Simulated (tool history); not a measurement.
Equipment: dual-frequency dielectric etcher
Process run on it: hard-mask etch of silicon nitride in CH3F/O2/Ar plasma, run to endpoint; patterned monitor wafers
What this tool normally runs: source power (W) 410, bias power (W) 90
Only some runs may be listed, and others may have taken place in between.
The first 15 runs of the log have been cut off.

run	hour	source power (W)	bias power (W)	incoming incoming film thickness, nm	endpoint time (s)
16	836.7	410	90	41.95	59.1
17	906.6	410	90	42.69	60.2
18	955.5	320	104	42.26	62.2
19	1023.6	410	102	42.43	58.1
20	1049.3	410	90	42.15	59.9
# hour 1100: wet clean of the chamber, repeated, since the last time left the tool worse
21	1100.5	410	90	42.39	56.3
22	1156.4	490	69	42.6	58
23	1208	460	83	42.32	56.2
24	1278.1	410	84	42.61	59.2
25	1312	370	84	42.29	60.7
26	1378.2	350	81	42.41	62.5
27	1408.1	380	96	42.28	57.1
28	1469.1	410	90	42.13	57.3
29	1510.2	380	99	42.24	56.9
30	1569.3	500	90	42.56	53.8
# hour 1622.6: wet clean of the chamber
31	1623.1	500	78	42.64	54.5
32	1678	360	74	42.89	63
33	1746.7	330	112	42.39	57
34	1786.5	410	83	42.49	58.2

Forecast each of these 5 alternatives for the next run:
A	1786.9	410	99	42.58	?
B	1786.9	440	90	42.58	?
C	1786.9	460	111	42.58	?
D	1786.9	370	90	42.58	?
E	1786.9	500	105	42.58	?

run	endpoint time (s)
A	54.8
B	55.1
C	50.7
D	58.5
E	50.1
With no hidden state in the tool, these same runs would have given:
run	endpoint time (s)
A	54.5
B	54.9
C	50.5
D	58.3
E	49.9
